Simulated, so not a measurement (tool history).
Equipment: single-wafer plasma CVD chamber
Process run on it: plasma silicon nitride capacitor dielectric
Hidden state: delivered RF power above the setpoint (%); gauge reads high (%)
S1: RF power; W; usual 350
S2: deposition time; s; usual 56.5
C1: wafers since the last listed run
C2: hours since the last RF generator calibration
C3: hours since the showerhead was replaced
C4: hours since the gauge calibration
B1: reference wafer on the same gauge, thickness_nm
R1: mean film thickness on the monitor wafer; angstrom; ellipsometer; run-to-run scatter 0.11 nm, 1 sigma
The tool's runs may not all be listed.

run 1 hour=0 | S1=350 S2=56.5 | C1=0 C2=1863.2 C3=2307.5 C4=225.9 | B1=72.164 | R1=731.18
run 2 hour=11.5 | S1=350 S2=56.5 | C1=303 C2=1874.7 C3=2319 C4=237.4 | B1=72.127 | R1=731.82
run 3 hour=56.4 | S1=350 S2=56.5 | C1=1184 C2=1919.6 C3=2363.9 C4=282.3 | B1=72.07 | R1=729.54
run 4 hour=72.5 | S1=350 S2=62.6 | C1=424 C2=1935.7 C3=2380 C4=298.4 | B1=72.043 | R1=809.62
run 5 hour=81.9 | S1=350 S2=62.6 | C1=248 C2=1945.1 C3=2389.4 C4=307.8 | B1=72.033 | R1=807.36
run 6 hour=95.3 | S1=350 S2=56.5 | C1=353 C2=1958.5 C3=2402.8 C4=321.2 | B1=72.013 | R1=729.88
run 7 hour=106.8 | S1=350 S2=47.6 | C1=303 C2=1970 C3=2414.3 C4=332.7 | B1=71.999 | R1=612.81
-- hour=131.8 showerhead replaced
run 8 hour=132.6 | S1=350 S2=47.6 | C1=469 C2=1995.8 C3=0.8 C4=358.5 | B1=71.932 | R1=614.93
run 9 hour=139.3 | S1=350 S2=47.6 | C1=176 C2=2002.5 C3=7.5 C4=365.2 | B1=71.941 | R1=613.21
run 10 hour=171.1 | S1=350 S2=56.5 | C1=839 C2=2034.3 C3=39.3 C4=397 | B1=71.894 | R1=729.19
run 11 hour=178.3 | S1=350 S2=56.5 | C1=189 C2=2041.5 C3=46.5 C4=404.2 | B1=71.869 | R1=728.27
run 12 hour=184.6 | S1=350 S2=56.5 | C1=166 C2=2047.8 C3=52.8 C4=410.5 | B1=71.871 | R1=727.89
-- hour=186.6 gauge calibrated
run 13 hour=197.7 | S1=350 S2=56.5 | C1=345 C2=2060.9 C3=65.9 C4=11.1 | B1=72.358 | R1=733.72
run 14 hour=208 | S1=350 S2=56.5 | C1=271 C2=2071.2 C3=76.2 C4=21.4 | B1=72.34 | R1=732.04
run 15 hour=222.4 | S1=410 S2=52.7 | C1=379 C2=2085.6 C3=90.6 C4=35.8 | B1=72.332 | R1=714.94
run 16 hour=229.4 | S1=350 S2=61.6 | C1=184 C2=2092.6 C3=97.6 C4=42.8 | B1=72.309 | R1=797.98
run 17 hour=241.8 | S1=305 S2=61.7 | C1=327 C2=2105 C3=110 C4=55.2 | B1=72.295 | R1=767.58
run 18 hour=257.7 | S1=285 S2=45.9 | C1=419 C2=2120.9 C3=125.9 C4=71.1 | B1=72.269 | R1=560.21
-- hour=272.8 RF generator calibrated
run 19 hour=273.1 | S1=375 S2=66.8 | C1=195 C2=0.3 C3=141.3 C4=86.5 | B1=72.248 | R1=881.89
run 20 hour=284.4 | S1=290 S2=66.7 | C1=298 C2=11.6 C3=152.6 C4=97.8 | B1=72.2 | R1=820.64
run 21 hour=298.8 | S1=350 S2=56.5 | C1=379 C2=26 C3=167 C4=112.2 | B1=72.19 | R1=731.1
run 22 hour=306.3 | S1=350 S2=56.5 | C1=197 C2=33.5 C3=174.5 C4=119.7 | B1=72.194 | R1=731.79
run 23 hour=319 | S1=285 S2=45.9 | C1=335 C2=46.2 C3=187.2 C4=132.4 | B1=72.169 | R1=560.63
run 24 hour=329 | S1=290 S2=49.3 | C1=263 C2=56.2 C3=197.2 C4=142.4 | B1=72.153 | R1=605.34
run 25 hour=346.3 | S1=350 S2=56.5 | C1=456 C2=73.5 C3=214.5 C4=159.7 | B1=72.116 | R1=730.14
run 26 hour=357 | S1=400 S2=66.4 | C1=282 C2=84.2 C3=225.2 C4=170.4 | B1=72.099 | R1=890.27
run 27 hour=374.7 | S1=295 S2=52.2 | C1=467 C2=101.9 C3=242.9 C4=188.1 | B1=72.066 | R1=644.25
run 28 hour=388.5 | S1=410 S2=53.1 | C1=364 C2=115.7 C3=256.7 C4=201.9 | B1=72.058 | R1=719.28
run 29 hour=404.8 | S1=385 S2=60.7 | C1=430 C2=132 C3=273 C4=218.2 | B1=72.019 | R1=808.43

Subtracting, for every run, the result it would have given without the tool's unlogged condition from the measured result gives the following. The same run-to-run variation enters both numbers; the gauge's scatter may not:
run=1 R1=-2.42
run=2 R1=-2.61
run=3 R1=-3.33
run=4 R1=-3.99
run=5 R1=-4.15
run=6 R1=-3.96
run=7 R1=-3.48
run=8 R1=-3.85
run=9 R1=-3.93
run=10 R1=-5.19
run=11 R1=-5.3
run=12 R1=-5.4
run=13 R1=-0.38
run=14 R1=-0.55
run=15 R1=-0.76
run=16 R1=-0.97
run=17 R1=-1.14
run=18 R1=-1.03
run=19 R1=-1.93
run=20 R1=-2
run=21 R1=-2.02
run=22 R1=-2.14
run=23 R1=-1.8
run=24 R1=-2.07
run=25 R1=-2.78
run=26 R1=-3.61
run=27 R1=-2.86
run=28 R1=-3.42
run=29 R1=-4.14

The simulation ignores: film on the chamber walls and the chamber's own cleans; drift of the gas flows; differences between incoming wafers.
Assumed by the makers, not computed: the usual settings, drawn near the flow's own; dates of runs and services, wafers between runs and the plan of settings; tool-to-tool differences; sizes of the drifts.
